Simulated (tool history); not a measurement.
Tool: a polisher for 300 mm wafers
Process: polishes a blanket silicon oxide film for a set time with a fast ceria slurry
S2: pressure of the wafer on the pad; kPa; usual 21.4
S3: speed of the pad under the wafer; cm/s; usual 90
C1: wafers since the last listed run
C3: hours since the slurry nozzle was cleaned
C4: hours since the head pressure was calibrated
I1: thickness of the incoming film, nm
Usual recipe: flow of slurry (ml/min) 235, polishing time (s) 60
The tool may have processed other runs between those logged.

run 1 day=0.000 | flow_of_slurry_(ml/min)=235 S2=21.4 S3=90 polishing_time_(s)=60 | C1=0 wafers_polished_on_this_pad=487 C3=173.9 C4=217.8 | I1=2713.1 | film_removed_(nm)=842.7
run 2 day=0.533 | flow_of_slurry_(ml/min)=235 S2=21.4 S3=90 polishing_time_(s)=60 | C1=156 wafers_polished_on_this_pad=644 C3=186.7 C4=230.6 | I1=2673.1 | film_removed_(nm)=853.9
run 3 day=1.842 | flow_of_slurry_(ml/min)=235 S2=21.4 S3=112 polishing_time_(s)=60 | C1=383 wafers_polished_on_this_pad=1027 C3=218.1 C4=262.0 | I1=2743.1 | film_removed_(nm)=1055.3
run 4 day=3.075 | flow_of_slurry_(ml/min)=235 S2=21.4 S3=112 polishing_time_(s)=60 | C1=361 wafers_polished_on_this_pad=1388 C3=247.7 C4=291.6 | I1=2737.2 | film_removed_(nm)=1064.6
-- day=3.775 worn pad replaced by a new one
run 5 day=3.946 | flow_of_slurry_(ml/min)=235 S2=21.4 S3=112 polishing_time_(s)=60 | C1=206 wafers_polished_on_this_pad=49 C3=268.6 C4=312.5 | I1=2671.1 | film_removed_(nm)=1054.6
run 6 day=4.696 | flow_of_slurry_(ml/min)=235 S2=21.4 S3=90 polishing_time_(s)=60 | C1=219 wafers_polished_on_this_pad=269 C3=286.6 C4=330.5 | I1=2749.0 | film_removed_(nm)=854.0
run 7 day=6.162 | flow_of_slurry_(ml/min)=285 S2=21.4 S3=70 polishing_time_(s)=60 | C1=429 wafers_polished_on_this_pad=698 C3=321.8 C4=365.7 | I1=2681.6 | film_removed_(nm)=686.2
run 8 day=7.254 | flow_of_slurry_(ml/min)=285 S2=21.4 S3=70 polishing_time_(s)=60 | C1=319 wafers_polished_on_this_pad=1018 C3=348.0 C4=391.9 | I1=2663.3 | film_removed_(nm)=689.7
run 9 day=7.804 | flow_of_slurry_(ml/min)=285 S2=21.4 S3=70 polishing_time_(s)=60 | C1=161 wafers_polished_on_this_pad=1179 C3=361.2 C4=405.1 | I1=2711.0 | film_removed_(nm)=688.2
-- day=8.154 slurry nozzle cleaned
run 10 day=8.483 | flow_of_slurry_(ml/min)=235 S2=21.4 S3=90 polishing_time_(s)=60 | C1=186 wafers_polished_on_this_pad=1366 C3=7.9 C4=421.4 | I1=2665.6 | film_removed_(nm)=859.8
run 11 day=9.229 | flow_of_slurry_(ml/min)=235 S2=21.4 S3=90 polishing_time_(s)=60 | C1=218 wafers_polished_on_this_pad=1584 C3=25.8 C4=439.3 | I1=2677.0 | film_removed_(nm)=868.4
-- day=9.592 worn pad replaced by a new one
run 12 day=10.238 | flow_of_slurry_(ml/min)=235 S2=21.4 S3=90 polishing_time_(s)=60 | C1=246 wafers_polished_on_this_pad=188 C3=50.0 C4=463.5 | I1=2736.6 | film_removed_(nm)=859.9
run 13 day=10.838 | flow_of_slurry_(ml/min)=235 S2=21.4 S3=90 polishing_time_(s)=60 | C1=175 wafers_polished_on_this_pad=364 C3=64.4 C4=477.9 | I1=2721.5 | film_removed_(nm)=863.0
run 14 day=11.996 | flow_of_slurry_(ml/min)=300 S2=21.4 S3=90 polishing_time_(s)=60 | C1=339 wafers_polished_on_this_pad=703 C3=92.2 C4=505.7 | I1=2700.3 | film_removed_(nm)=882.2
run 15 day=13.450 | flow_of_slurry_(ml/min)=300 S2=21.4 S3=90 polishing_time_(s)=60 | C1=425 wafers_polished_on_this_pad=1129 C3=127.1 C4=540.6 | I1=2698.6 | film_removed_(nm)=884.8
run 16 day=14.142 | flow_of_slurry_(ml/min)=235 S2=21.4 S3=114 polishing_time_(s)=49 | C1=202 wafers_polished_on_this_pad=1331 C3=143.7 C4=557.2 | I1=2664.5 | film_removed_(nm)=889.2
-- day=15.154 worn pad replaced by a new one
run 17 day=15.175 | flow_of_slurry_(ml/min)=260 S2=21.4 S3=90 polishing_time_(s)=60 | C1=253 wafers_polished_on_this_pad=6 C3=168.5 C4=582.0 | I1=2678.2 | film_removed_(nm)=869.0
run 18 day=16.058 | flow_of_slurry_(ml/min)=235 S2=21.4 S3=90 polishing_time_(s)=60 | C1=258 wafers_polished_on_this_pad=264 C3=189.7 C4=603.2 | I1=2679.4 | film_removed_(nm)=861.1
run 19 day=17.129 | flow_of_slurry_(ml/min)=235 S2=21.4 S3=112 polishing_time_(s)=60 | C1=313 wafers_polished_on_this_pad=578 C3=215.4 C4=628.9 | I1=2678.5 | film_removed_(nm)=1078.5
-- day=17.321 head pressure recalibrated
run 20 day=17.917 | flow_of_slurry_(ml/min)=290 S2=24.8 S3=110 polishing_time_(s)=40 | C1=206 wafers_polished_on_this_pad=784 C3=234.3 C4=14.3 | I1=2714.8 | film_removed_(nm)=871.3

What does the tool deliver on the next run?
run 21 day=18.650 | flow_of_slurry_(ml/min)=235 S2=19.3 S3=72 polishing_time_(s)=45 | C1=214 wafers_polished_on_this_pad=999 C3=251.9 C4=31.9 | I1=2669.1 | film_removed_(nm)=?

{"run 21": {"film removed (nm)": 491.6}}
With no hidden state in the tool, this same run would have given film removed (nm) 439.7.
